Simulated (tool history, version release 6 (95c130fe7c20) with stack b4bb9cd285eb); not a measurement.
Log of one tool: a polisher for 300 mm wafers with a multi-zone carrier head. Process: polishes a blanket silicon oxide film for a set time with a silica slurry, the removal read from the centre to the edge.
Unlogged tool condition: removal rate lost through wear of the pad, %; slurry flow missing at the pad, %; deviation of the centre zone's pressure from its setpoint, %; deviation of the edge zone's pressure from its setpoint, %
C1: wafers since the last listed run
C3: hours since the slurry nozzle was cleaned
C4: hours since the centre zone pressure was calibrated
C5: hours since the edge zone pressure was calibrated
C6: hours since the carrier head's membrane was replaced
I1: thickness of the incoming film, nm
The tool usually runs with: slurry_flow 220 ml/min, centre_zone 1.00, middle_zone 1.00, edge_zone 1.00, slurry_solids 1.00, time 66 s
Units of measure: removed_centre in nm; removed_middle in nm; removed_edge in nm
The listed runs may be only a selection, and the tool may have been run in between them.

Run 1, hour 0.0: usual settings but slurry_flow 255 ml/min, edge_zone 0.91, slurry_solids 0.90; C1 0; wafers polished on this pad 561; C3 535.1; C4 72.4; C5 592.3; C6 540.4; I1 989.6. Result: removed_centre 204.5 nm, removed_middle 198.2 nm, removed_edge 198.3 nm.
Run 2, hour 45.5: usual settings but centre_zone 1.09; C1 603; wafers polished on this pad 1165; C3 580.6; C4 117.9; C5 637.8; C6 585.9; I1 1008.6. Result: removed_centre 235.1 nm, removed_middle 206.9 nm, removed_edge 219.4 nm.
Run 3, hour 102.8: usual settings but centre_zone 1.10; C1 760; wafers polished on this pad 1925; C3 637.9; C4 175.2; C5 695.1; C6 643.2; I1 987.0. Result: removed_centre 234.9 nm, removed_middle 207.1 nm, removed_edge 219.5 nm.
At hour 111.5: edge zone pressure recalibrated.
Run 4, hour 186.8: usual settings but middle_zone 1.07, time 82 s; C1 1087; wafers polished on this pad 3013; C3 721.9; C4 259.2; C5 75.3; C6 727.2; I1 993.6. Result: removed_centre 261.0 nm, removed_middle 270.2 nm, removed_edge 263.4 nm.
At hour 204.5: slurry nozzle cleaned.
Run 5, hour 276.4: usual settings but edge_zone 1.03; C1 1175; wafers polished on this pad 4188; C3 71.9; C4 348.8; C5 164.9; C6 816.8; I1 996.4. Result: removed_centre 205.8 nm, removed_middle 201.3 nm, removed_edge 213.9 nm.
Run 6, hour 367.6: usual settings but slurry_flow 290 ml/min, middle_zone 0.89, edge_zone 1.07, time 80 s; C1 1210; wafers polished on this pad 5398; C3 163.1; C4 440.0; C5 256.1; C6 908.0; I1 1007.2. Result: removed_centre 254.1 nm, removed_middle 224.5 nm, removed_edge 262.4 nm.
At hour 381.1: carrier head's membrane replaced by a new one.
Run 7, hour 469.0: usual settings but slurry_flow 180 ml/min, centre_zone 0.97, middle_zone 0.88, time 78 s; C1 1279; wafers polished on this pad 6678; C3 264.5; C4 541.4; C5 357.5; C6 87.9; I1 993.6. Result: removed_centre 223.3 nm, removed_middle 202.4 nm, removed_edge 235.3 nm.
Run 8, hour 519.5: usual settings but time 74 s; C1 670; wafers polished on this pad 7348; C3 315.0; C4 591.9; C5 408.0; C6 138.4; I1 1006.6. Result: removed_centre 220.0 nm, removed_middle 212.3 nm, removed_edge 222.9 nm.
Run 9, hour 618.4: usual settings but slurry_flow 285 ml/min, centre_zone 1.07, middle_zone 1.10, edge_zone 0.97; C1 1312; wafers polished on this pad 8660; C3 413.9; C4 690.8; C5 506.9; C6 237.3; I1 979.1. Result: removed_centre 209.1 nm, removed_middle 204.0 nm, removed_edge 198.6 nm.
Run 10, hour 673.7: usual settings but slurry_flow 255 ml/min, middle_zone 1.09, slurry_solids 0.90, time 60 s; C1 733; wafers polished on this pad 9393; C3 469.2; C4 746.1; C5 562.2; C6 292.6; I1 999.5. Result: removed_centre 164.3 nm, removed_middle 170.6 nm, removed_edge 165.9 nm.
At hour 686.3: centre zone pressure recalibrated.
At hour 738.8: worn pad replaced by a new one.
Run 11, hour 774.5: usual settings but edge_zone 0.92; C1 1257; wafers polished on this pad 474; C3 570.0; C4 88.2; C5 663.0; C6 393.4; I1 993.0. Result: removed_centre 213.7 nm, removed_middle 216.9 nm, removed_edge 212.8 nm.
At hour 924.9: slurry nozzle cleaned.
Run 12, hour 948.8: usual settings but middle_zone 0.97, time 79 s; C1 2299; wafers polished on this pad 2773; C3 23.9; C4 262.5; C5 837.3; C6 567.7; I1 1002.0. Result: removed_centre 252.5 nm, removed_middle 238.6 nm, removed_edge 257.4 nm.
At hour 978.4: edge zone pressure recalibrated.
Run 13, hour 1002.5: usual settings but slurry_flow 190 ml/min, slurry_solids 1.20; C1 685; wafers polished on this pad 3459; C3 77.6; C4 316.2; C5 24.1; C6 621.4; I1 1001.1. Result: removed_centre 228.6 nm, removed_middle 223.6 nm, removed_edge 230.4 nm.
Run 14, hour 1074.4: usual settings but edge_zone 1.09; C1 953; wafers polished on this pad 4413; C3 149.5; C4 388.1; C5 96.0; C6 693.3; I1 1005.4. Result: removed_centre 205.1 nm, removed_middle 199.2 nm, removed_edge 216.3 nm.
Run 15, hour 1117.9: usual settings but middle_zone 0.91, edge_zone 0.91, slurry_solids 1.15; C1 577; wafers polished on this pad 4990; C3 193.0; C4 431.6; C5 139.5; C6 736.8; I1 997.5. Result: removed_centre 221.1 nm, removed_middle 198.9 nm, removed_edge 214.1 nm.
Run 16, hour 1187.9: usual settings; C1 928; wafers polished on this pad 5919; C3 263.0; C4 501.6; C5 209.5; C6 806.8; I1 1004.2. Result: removed_centre 198.0 nm, removed_middle 196.2 nm, removed_edge 206.4 nm.
Run 17, hour 1225.9: usual settings but centre_zone 0.95, middle_zone 1.04; C1 504; wafers polished on this pad 6423; C3 301.0; C4 539.6; C5 247.5; C6 844.8; I1 977.2. Result: removed_centre 190.0 nm, removed_middle 199.3 nm, removed_edge 202.3 nm.
Run 18, hour 1332.5: usual settings but middle_zone 0.96, edge_zone 0.89; C1 1414; wafers polished on this pad 7837; C3 407.6; C4 646.2; C5 354.1; C6 951.4; I1 1006.3. Result: removed_centre 199.4 nm, removed_middle 182.8 nm, removed_edge 187.6 nm.
At hour 1375.1: carrier head's membrane replaced by a new one.
Run 19, hour 1389.0: usual settings; C1 683; wafers polished on this pad 8521; C3 464.1; C4 702.7; C5 410.6; C6 13.9; I1 999.3. Result: removed_centre 191.0 nm, removed_middle 189.3 nm, removed_edge 198.7 nm.
Run 20, hour 1428.4: usual settings; C1 522; wafers polished on this pad 9043; C3 503.5; C4 742.1; C5 450.0; C6 53.3; I1 989.1. Result: removed_centre 192.9 nm, removed_middle 187.8 nm, removed_edge 195.4 nm.
At hour 1437.6: worn pad replaced by a new one.
At hour 1464.0: centre zone pressure recalibrated.
Run 21, hour 1522.1: usual settings but middle_zone 1.10, edge_zone 0.92, slurry_solids 1.10; C1 1163; wafers polished on this pad 1094; C3 597.2; C4 58.1; C5 543.7; C6 147.0; I1 986.4. Result: removed_centre 224.1 nm, removed_middle 231.5 nm, removed_edge 218.7 nm.

Each row is a separate what-if for the run after 21, all from the same tool condition, not one after another. Results?
Run A, hour 1522.5: usual settings; C1 5; wafers polished on this pad 1099; C3 597.6; C4 58.5; C5 544.1; C6 147.4; I1 1013.8. Result: removed_centre ?, removed_middle ?, removed_edge ?.
Run B, hour 1522.5: usual settings but time 43 s; C1 5; wafers polished on this pad 1099; C3 597.6; C4 58.5; C5 544.1; C6 147.4; I1 1013.8. Result: removed_centre ?, removed_middle ?, removed_edge ?.
Run C, hour 1522.5: usual settings but middle_zone 0.94; C1 5; wafers polished on this pad 1099; C3 597.6; C4 58.5; C5 544.1; C6 147.4; I1 1013.8. Result: removed_centre ?, removed_middle ?, removed_edge ?.
Run D, hour 1522.5: usual settings but centre_zone 0.96, slurry_solids 1.25; C1 5; wafers polished on this pad 1099; C3 597.6; C4 58.5; C5 544.1; C6 147.4; I1 1013.8. Result: removed_centre ?, removed_middle ?, removed_edge ?.

run  removed_centre  removed_middle  removed_edge
  A           208.6           205.5         215.8
  B           135.9           133.9         140.6
  C           208.5           195.8         216.0
  D           226.5           232.6         244.2
With no hidden state in the tool, these same runs would have given:
run  removed_centre  removed_middle  removed_edge
  A           218.7           215.5         226.3
  B           142.5           140.4         147.5
  C           218.6           205.3         226.5
  D           237.5           244.0         256.1
